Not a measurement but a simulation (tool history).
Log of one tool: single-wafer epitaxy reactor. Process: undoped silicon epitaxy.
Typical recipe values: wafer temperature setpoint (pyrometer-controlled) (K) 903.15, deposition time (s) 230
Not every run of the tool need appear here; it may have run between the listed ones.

run   hour  wafer temperature setpoint (pyrometer-controlled) (K)  deposition time (s)  read-back reference wafer on the same gauge, thickness_nm  mean film thickness on the monitor wafer (Å)
  1    0.0                                                 903.15                  230                                                     25.098                                        241.09
      32.7  -- gauge calibrated
  2   57.8                                                 903.15                  230                                                     25.105                                        244.66
  3  126.5                                                 903.15                  230                                                     25.099                                        244.99
  4  152.9                                                 903.15                  230                                                     25.103                                        245.40
  5  174.2                                                 903.15                  230                                                     25.112                                        245.20
  6  201.3                                                 903.15                  230                                                     25.103                                        246.26
  7  218.0                                                 892.15                  230                                                     25.105                                        196.01
  8  236.6                                                 903.15                  230                                                     25.111                                        244.57
  9  268.8                                                 903.15                  230                                                     25.103                                        247.08
 10  286.2                                                 903.15                  230                                                     25.050                                        247.52
 11  311.9                                                 903.15                  207                                                     25.075                                        223.65
 12  346.3                                                 908.15                  230                                                     25.059                                        277.49
 13  362.2                                                 908.15                  230                                                     25.106                                        273.23
 14  374.2                                                 908.15                  230                                                     25.052                                        275.17
 15  389.1                                                 903.15                  230                                                     25.127                                        249.63
 16  403.4                                                 903.15                  230                                                     25.123                                        250.69
 17  425.4                                                 903.15                  230                                                     25.139                                        250.22
 18  446.7                                                 896.15                  253                                                     25.072                                        240.06
 19  473.9                                                 903.15                  188                                                     25.119                                        206.53
 20  498.5                                                 908.15                  187                                                     25.156                                        227.82
     528.8  -- pyrometer calibrated
 21  529.3                                                 909.15                  244                                                     25.130                                        285.28
 22  538.3                                                 911.15                  193                                                     25.092                                        235.09
 23  564.7                                                 898.15                  230                                                     25.125                                        215.73
 24  586.0                                                 903.15                  230                                                     25.114                                        238.20
     603.6  -- gauge calibrated
 25  603.9                                                 903.15                  230                                                     25.112                                        236.82
 26  635.9                                                 903.15                  230                                                     25.089                                        237.20
 27  729.4                                                 891.15                  184                                                     25.066                                        147.95
 28  756.0                                                 903.15                  202                                                     25.068                                        209.58
 29  782.8                                                 912.15                  230                                                     25.138                                        289.41
 30  817.5                                                 903.15                  192                                                     25.075                                        198.88
 31  905.3                                                 912.15                  230                                                     25.129                                        286.74
 32  928.3                                                 891.15                  184                                                     25.133                                        149.47

Give the tool's hidden conditions for every run:
gauge reads high (%): 0 in every run
H1: wafer temperature above the value expected at the setpoint (K)
run      H1
  1   0.392
  2   0.545
  3   0.748
  4   0.831
  5   0.901
  6   0.992
  7    1.05
  8    1.12
  9    1.23
 10     1.3
 11     1.4
 12    1.54
 13     1.6
 14    1.65
 15    1.72
 16    1.78
 17    1.88
 18    1.97
 19     2.1
 20    2.21
 21  -0.611
 22  -0.611
 23  -0.608
 24  -0.604
 25  -0.599
 26  -0.585
 27   -0.52
 28  -0.495
 29  -0.466
 30  -0.423
 31  -0.291
 32  -0.251

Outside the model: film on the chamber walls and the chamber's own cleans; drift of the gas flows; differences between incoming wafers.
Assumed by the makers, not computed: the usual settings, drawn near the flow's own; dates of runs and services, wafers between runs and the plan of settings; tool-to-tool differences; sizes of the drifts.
